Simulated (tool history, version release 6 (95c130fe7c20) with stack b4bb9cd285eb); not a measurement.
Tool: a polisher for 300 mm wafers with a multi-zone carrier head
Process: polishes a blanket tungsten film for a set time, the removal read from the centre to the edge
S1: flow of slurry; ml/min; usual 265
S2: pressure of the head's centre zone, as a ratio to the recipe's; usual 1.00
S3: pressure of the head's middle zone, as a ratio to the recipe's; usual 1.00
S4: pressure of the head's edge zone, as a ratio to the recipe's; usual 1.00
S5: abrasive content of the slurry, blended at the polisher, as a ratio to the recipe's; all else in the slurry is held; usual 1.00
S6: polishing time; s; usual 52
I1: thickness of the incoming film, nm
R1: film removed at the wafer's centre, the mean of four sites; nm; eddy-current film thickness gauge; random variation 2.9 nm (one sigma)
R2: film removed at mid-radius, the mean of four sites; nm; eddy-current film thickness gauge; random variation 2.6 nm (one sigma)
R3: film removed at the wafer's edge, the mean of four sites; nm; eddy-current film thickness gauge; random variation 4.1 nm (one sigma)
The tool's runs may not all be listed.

run	hour	S1	S2	S3	S4	S5	S6	I1	R1	R2	R3
1	0.0	265	1.00	1.00	1.00	1.10	62	1336.7	341.7	348.7	344.0
# hour 6.5: carrier head's membrane replaced by a new one
2	12.4	265	1.00	1.00	0.97	1.00	52	1314.0	282.8	286.6	274.2
3	24.6	265	1.00	1.00	0.97	1.00	52	1324.8	284.5	285.4	278.5
# hour 39.9: worn pad replaced by a new one
4	40.6	265	1.00	1.00	1.00	1.00	52	1313.9	278.9	288.1	280.4
5	66.9	265	1.00	1.00	1.00	1.00	52	1302.4	281.5	284.3	288.4
6	85.7	265	1.00	1.00	1.00	1.00	52	1303.0	282.7	285.6	276.8
7	120.5	265	1.00	1.00	1.00	1.00	52	1325.3	277.4	288.7	285.3
# hour 122.7: slurry nozzle cleaned
8	184.2	265	1.00	1.00	1.00	1.00	52	1296.3	284.5	285.6	294.6
# hour 197.1: centre zone pressure recalibrated
9	210.7	265	1.11	1.00	1.00	1.00	52	1314.9	314.8	282.1	274.5
# hour 227.9: worn pad replaced by a new one
10	229.3	265	0.94	1.12	0.91	1.00	52	1319.6	262.2	316.6	271.4
11	248.8	265	1.00	1.00	1.00	1.00	52	1299.5	279.4	283.4	289.7
12	272.0	265	1.00	0.93	1.00	1.00	47	1292.9	258.7	244.6	257.5
13	326.5	265	1.00	1.00	1.00	1.00	52	1299.9	285.8	288.0	288.6
14	354.8	265	1.00	1.00	1.00	1.00	66	1330.0	360.5	359.9	363.4
# hour 379.9: worn pad replaced by a new one
15	380.4	265	1.00	1.00	1.00	1.00	52	1320.1	282.7	285.0	292.1
16	399.9	220	1.00	1.00	0.93	1.25	52	1299.0	294.9	298.3	292.8
17	413.6	290	1.05	1.00	1.00	1.00	64	1306.8	365.9	349.1	347.1
18	441.0	265	1.00	1.08	0.94	1.00	52	1290.0	286.3	309.5	274.6
19	464.5	180	1.10	0.96	0.96	1.00	52	1303.4	293.2	264.2	277.5
20	480.8	265	1.00	1.00	1.09	1.00	52	1290.3	275.7	286.3	290.5
21	510.5	265	1.00	1.00	1.00	1.00	52	1280.6	274.7	286.3	286.4
22	534.8	265	1.11	1.00	1.00	1.10	52	1299.4	324.3	293.1	291.8

What the log doesn't show, run by run:
removal rate lost through wear of the pad, %: 0 in every run
slurry flow missing at the pad, %: 0 in every run
deviation of the centre zone's pressure from its setpoint, %: 0 in every run
deviation of the edge zone's pressure from its setpoint, %: 0 in every run

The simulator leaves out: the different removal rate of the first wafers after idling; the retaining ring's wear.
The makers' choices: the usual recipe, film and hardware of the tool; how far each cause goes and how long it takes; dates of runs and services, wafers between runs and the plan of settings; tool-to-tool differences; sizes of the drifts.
